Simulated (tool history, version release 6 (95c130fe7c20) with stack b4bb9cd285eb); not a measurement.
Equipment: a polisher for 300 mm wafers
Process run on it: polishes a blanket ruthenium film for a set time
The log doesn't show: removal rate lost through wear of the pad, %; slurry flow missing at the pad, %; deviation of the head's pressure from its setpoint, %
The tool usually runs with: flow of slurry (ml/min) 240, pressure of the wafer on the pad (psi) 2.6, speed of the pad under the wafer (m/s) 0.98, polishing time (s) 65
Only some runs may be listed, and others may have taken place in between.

run,hour,flow of slurry (ml/min),pressure of the wafer on the pad (psi),speed of the pad under the wafer (m/s),polishing time (s),wafers since the last listed run,wafers polished on this pad,hours since the slurry nozzle was cleaned,hours since the head pressure was calibrated,"incoming thickness of the incoming film, nm",film removed (nm)
1,0,240,2.3,0.98,65,0,1354,409,493.9,545.1,81.7
# hour 27.6: head pressure recalibrated
2,47.3,240,2.3,0.98,65,542,1897,456.3,19.7,539.8,79.7
3,114.3,240,2.6,0.98,65,802,2699,523.3,86.7,557.4,89.9
4,189.6,240,2.6,0.98,65,901,3600,598.6,162,551.9,89.4
# hour 219.8: worn pad replaced by a new one
# hour 254.9: slurry nozzle cleaned
5,269.1,240,2.6,0.98,65,891,578,14.2,241.5,545.6,95
6,363,240,2.2,0.98,65,1124,1702,108.1,335.4,547.1,80.4
7,536,240,2.6,0.76,65,2070,3772,281.1,508.4,550,80
# hour 565.4: worn pad replaced by a new one
# hour 577: head pressure recalibrated
8,627.2,205,2.6,0.98,65,1019,716,372.3,50.2,552.9,88.5
9,670.9,205,2.6,0.98,65,523,1239,416,93.9,545.5,85.7
10,765.6,260,2.6,0.78,65,1133,2372,510.7,188.6,550.5,78.9
# hour 834.1: worn pad replaced by a new one
11,841.4,265,3.1,0.98,65,859,87,586.5,264.4,553.6,105.4
12,884.9,180,2.9,0.98,56,520,607,630,307.9,551.2,79.1
13,952.4,265,2.4,0.7,65,808,1415,697.5,375.4,548.8,68.6
14,1012.3,265,3.1,0.98,65,717,2132,757.4,435.3,561.1,104.1
# hour 1050.2: slurry nozzle cleaned
# hour 1080.1: head pressure recalibrated
# hour 1111.5: worn pad replaced by a new one
15,1116.7,305,2.6,0.98,65,1165,61,66.5,36.6,545.4,98.9
16,1185.6,190,2,0.98,85,824,886,135.4,105.5,544.2,89.8
17,1246.3,240,2.6,0.98,83,726,1613,196.1,166.2,553,118.7
18,1329.1,270,2.6,0.74,65,991,2604,278.9,249,548,79.8

Estimate the outcome of run 19 from the log above:
19,1413.1,240,3.4,0.98,65,1005,3609,362.9,333,551.2,?

{"run 19": {"film removed (nm)": 114}}
If the tool had no hidden condition, the same run with the same run-to-run variation would have returned film removed (nm) 122.6.
